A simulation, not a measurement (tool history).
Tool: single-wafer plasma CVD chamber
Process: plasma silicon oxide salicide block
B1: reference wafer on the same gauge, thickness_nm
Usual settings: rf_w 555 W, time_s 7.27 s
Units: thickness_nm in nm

Run 1, hour 0.0: usual settings; B1 98.836. Result: thickness_nm 81.832 nm.
Run 2, hour 48.9: usual settings; B1 98.927. Result: thickness_nm 81.689 nm.
Run 3, hour 100.4: usual settings; B1 98.923. Result: thickness_nm 81.388 nm.
Run 4, hour 162.1: usual settings but time_s 6.40 s; B1 98.945. Result: thickness_nm 72.000 nm.
Run 5, hour 225.7: usual settings but time_s 6.40 s; B1 98.908. Result: thickness_nm 71.764 nm.
Run 6, hour 267.1: usual settings but time_s 6.40 s; B1 98.973. Result: thickness_nm 71.566 nm.
Run 7, hour 296.4: usual settings; B1 98.835. Result: thickness_nm 81.412 nm.
Run 8, hour 353.6: usual settings; B1 98.971. Result: thickness_nm 81.475 nm.
Run 9, hour 392.7: usual settings; B1 98.843. Result: thickness_nm 81.096 nm.
Run 10, hour 450.7: usual settings; B1 98.925. Result: thickness_nm 81.050 nm.
Run 11, hour 482.7: usual settings; B1 98.957. Result: thickness_nm 80.617 nm.
At hour 541.2: showerhead replaced.
Run 12, hour 541.7: usual settings; B1 98.787. Result: thickness_nm 80.658 nm.
Run 13, hour 570.1: usual settings but rf_w 480 W; B1 98.878. Result: thickness_nm 76.167 nm.
Run 14, hour 637.4: usual settings; B1 98.874. Result: thickness_nm 80.640 nm.
Run 15, hour 693.9: usual settings but rf_w 595 W, time_s 5.89 s; B1 98.998. Result: thickness_nm 66.409 nm.
At hour 710.9: RF generator calibrated.
Run 16, hour 721.7: usual settings but rf_w 640 W, time_s 8.59 s; B1 98.841. Result: thickness_nm 103.136 nm.
At hour 746.1: gauge calibrated.
Run 17, hour 747.0: usual settings; B1 98.779. Result: thickness_nm 83.365 nm.
Run 18, hour 785.2: usual settings but rf_w 505 W, time_s 6.50 s; B1 98.981. Result: thickness_nm 71.897 nm.
Run 19, hour 852.7: usual settings but rf_w 460 W; B1 98.878. Result: thickness_nm 77.734 nm.

Run 20 comes next. What will it give?
Run 20, hour 894.4: usual settings; B1 ?. Result: thickness_nm ?.

Run 20 gave B1 98.897, thickness_nm 83.547 nm.
Without the tool's hidden state the same run would have given thickness_nm 83.632 nm.
